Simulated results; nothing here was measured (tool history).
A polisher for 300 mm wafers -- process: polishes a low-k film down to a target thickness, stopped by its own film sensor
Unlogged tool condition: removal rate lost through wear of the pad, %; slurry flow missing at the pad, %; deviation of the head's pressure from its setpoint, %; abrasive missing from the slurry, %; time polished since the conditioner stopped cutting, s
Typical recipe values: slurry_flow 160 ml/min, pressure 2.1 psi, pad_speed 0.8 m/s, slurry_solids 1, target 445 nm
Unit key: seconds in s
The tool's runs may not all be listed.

run	hour	slurry_flow	pressure	pad_speed	slurry_solids	target	wafers since the last listed run	wafers polished on this pad	hours since the slurry nozzle was cleaned	hours since the head pressure was calibrated	hours since the slurry blender was calibrated	hours since the conditioning disc was replaced	incoming thickness of the incoming film, nm	seconds
1	0	160	2.1	0.8	1	445	0	1204	558.2	213.2	321.2	320.6	497.6	143.6
2	100.5	160	2.1	0.8	1	445	686	1890	658.7	313.7	421.7	421.1	506.4	172.7
# hour 116.9: slurry nozzle cleaned
3	176.6	160	2.1	0.8	1	445	512	2403	59.7	389.8	497.8	497.2	501.8	161
4	219.3	160	2.1	0.8	1	445	291	2695	102.4	432.5	540.5	539.9	498.8	155
# hour 325.7: slurry blender recalibrated
5	326.2	160	2.1	0.8	1	445	716	3412	209.3	539.4	0.5	646.8	493.7	129.3
6	406.7	160	2.1	0.8	1	445	549	3962	289.8	619.9	81	727.3	502.7	151.2
# hour 409.2: conditioning disc replaced and pad reconditioned
# hour 444.6: worn pad replaced by a new one
7	454.8	160	2.1	0.8	1.1	445	287	69	337.9	668	129.1	45.6	507.9	165.3
8	534.1	110	2.7	0.8	1.2	445	541	611	417.2	747.3	208.4	124.9	498.8	118.2
9	611.2	180	1.7	0.62	1	445	526	1137	494.3	824.4	285.5	202	492.7	192
# hour 724.1: head pressure recalibrated
# hour 793.5: slurry nozzle cleaned
10	886.4	160	2.1	0.8	1	445	1859	2997	92.9	162.3	560.7	477.2	491.2	136.4
11	938.2	160	2.1	0.8	1	445	353	3351	144.7	214.1	612.5	529	498.9	158.7
# hour 946.9: slurry blender recalibrated
12	978.2	160	2.1	0.98	1	453	259	3610	184.7	254.1	31.3	569	494.4	93.5
13	1046.7	160	2.1	0.6	1	445	467	4078	253.2	322.6	99.8	637.5	504.4	199.6
# hour 1066.5: conditioning disc replaced and pad reconditioned
# hour 1100.6: worn pad replaced by a new one
14	1152.8	160	2.1	0.98	1	440	683	356	359.3	428.7	205.9	86.3	501.4	141.6
15	1204.8	135	2.1	0.8	1	439	355	711	411.3	480.7	257.9	138.3	498.6	167
16	1285.3	160	2.1	0.8	1	445	549	1261	491.8	561.2	338.4	218.8	502	158.6
17	1357.1	160	2.1	0.8	1	445	490	1752	563.6	633	410.2	290.6	498.1	148.7
18	1438.1	135	2.1	0.8	0.75	445	553	2305	644.6	714	491.2	371.6	489.6	146.2
19	1480.2	160	2.4	0.8	0.85	445	287	2592	686.7	756.1	533.3	413.7	501.3	153.3
# hour 1532.9: head pressure recalibrated
# hour 1554.3: slurry nozzle cleaned
# hour 1598.7: slurry blender recalibrated
20	1604.6	210	2.1	0.8	1	445	815	3408	50.3	71.7	5.9	538.1	497.3	133.8
21	1679.5	160	2.1	0.8	1.1	445	511	3920	125.2	146.6	80.8	613	504.5	155.3
22	1750.2	160	2.1	0.64	1.2	451	482	4403	195.9	217.3	151.5	683.7	506.4	164.6
# hour 1763.1: conditioning disc replaced and pad reconditioned
# hour 1801.9: worn pad replaced by a new one
23	1846.3	135	1.6	0.8	1	445	615	302	292	313.4	247.6	83.2	507.1	225.1
24	1926	110	2.6	0.8	1	456	544	847	371.7	393.1	327.3	162.9	504.5	115.6
25	1991.3	185	2.3	0.9	0.7	445	446	1293	437	458.4	392.6	228.2	499.8	143.8
26	2047	160	2.1	0.8	1	445	380	1673	492.7	514.1	448.3	283.9	494.5	141.9

Branching from run 26: 3 alternative next runs. What would each branch give?
A	2047.5	115	2.1	0.8	1	445	3	1677	493.2	514.6	448.8	284.4	500.7	?
B	2047.5	190	2.3	0.8	1	428	3	1677	493.2	514.6	448.8	284.4	500.7	?
C	2047.5	160	2.6	0.58	1.15	451	3	1677	493.2	514.6	448.8	284.4	500.7	?

run	seconds
A	167.2
B	185
C	141.9
Without the tool's unlogged condition, the same runs would have read:
run	seconds
A	154.2
B	170.6
C	131.4

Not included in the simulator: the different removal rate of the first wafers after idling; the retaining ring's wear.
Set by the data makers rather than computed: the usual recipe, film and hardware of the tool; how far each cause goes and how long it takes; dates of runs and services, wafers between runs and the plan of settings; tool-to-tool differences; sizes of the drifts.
